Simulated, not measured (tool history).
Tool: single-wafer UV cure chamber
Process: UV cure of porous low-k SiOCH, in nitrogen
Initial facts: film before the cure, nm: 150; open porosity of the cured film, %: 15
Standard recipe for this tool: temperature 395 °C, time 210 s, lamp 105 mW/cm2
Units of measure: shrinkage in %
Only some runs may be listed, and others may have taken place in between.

| run | day | temperature | time | lamp | shrinkage |
|---|---|---|---|---|---|
| 1 | 0.000 | 395 | 210 | 105 | 9.862 |
| 2 | 0.354 | 395 | 210 | 105 | 9.957 |
| 3 | 0.629 | 395 | 210 | 105 | 9.891 |
| 4 | 0.938 | 395 | 210 | 105 | 9.953 |
| 5 | 1.242 | 395 | 210 | 105 | 9.780 |
| 6 | 1.671 | 395 | 210 | 105 | 9.900 |
| 7 | 2.292 | 395 | 210 | 105 | 9.901 |
| 8 | 2.800 | 395 | 155 | 105 | 8.571 |
| 9 | 3.138 | 376 | 110 | 85 | 6.235 |
| 10 | 3.683 | 395 | 160 | 105 | 8.768 |
|  | 4.500 | quartz window cleaned |
| 11 | 4.521 | 395 | 210 | 105 | 10.795 |
|  | 5.021 | UV bulbs replaced |
| 12 | 5.042 | 402 | 135 | 105 | 8.968 |
| 13 | 5.658 | 406 | 210 | 105 | 10.697 |
| 14 | 6.283 | 385 | 125 | 91 | 7.620 |

Below, some changes in shrinkage between adjacent runs. For each, the amount present without the hidden state too (settings, incoming material, random variation) and the amount remaining for the hidden state with gauge scatter not shared by both compared results:
The tool's hidden condition here consists of: lamp output below its setpoint, %; transmission lost against a clean window, %.
Run 10 -> 11: time 160 -> 210, quartz window cleaned. shrinkage +2.027 %: hidden state +0.889, all else +1.138.
Run 13 -> 14: temperature 406 -> 385, time 210 -> 125, lamp 105 -> 91. shrinkage -3.077 %: hidden state -0.051, all else -3.026.

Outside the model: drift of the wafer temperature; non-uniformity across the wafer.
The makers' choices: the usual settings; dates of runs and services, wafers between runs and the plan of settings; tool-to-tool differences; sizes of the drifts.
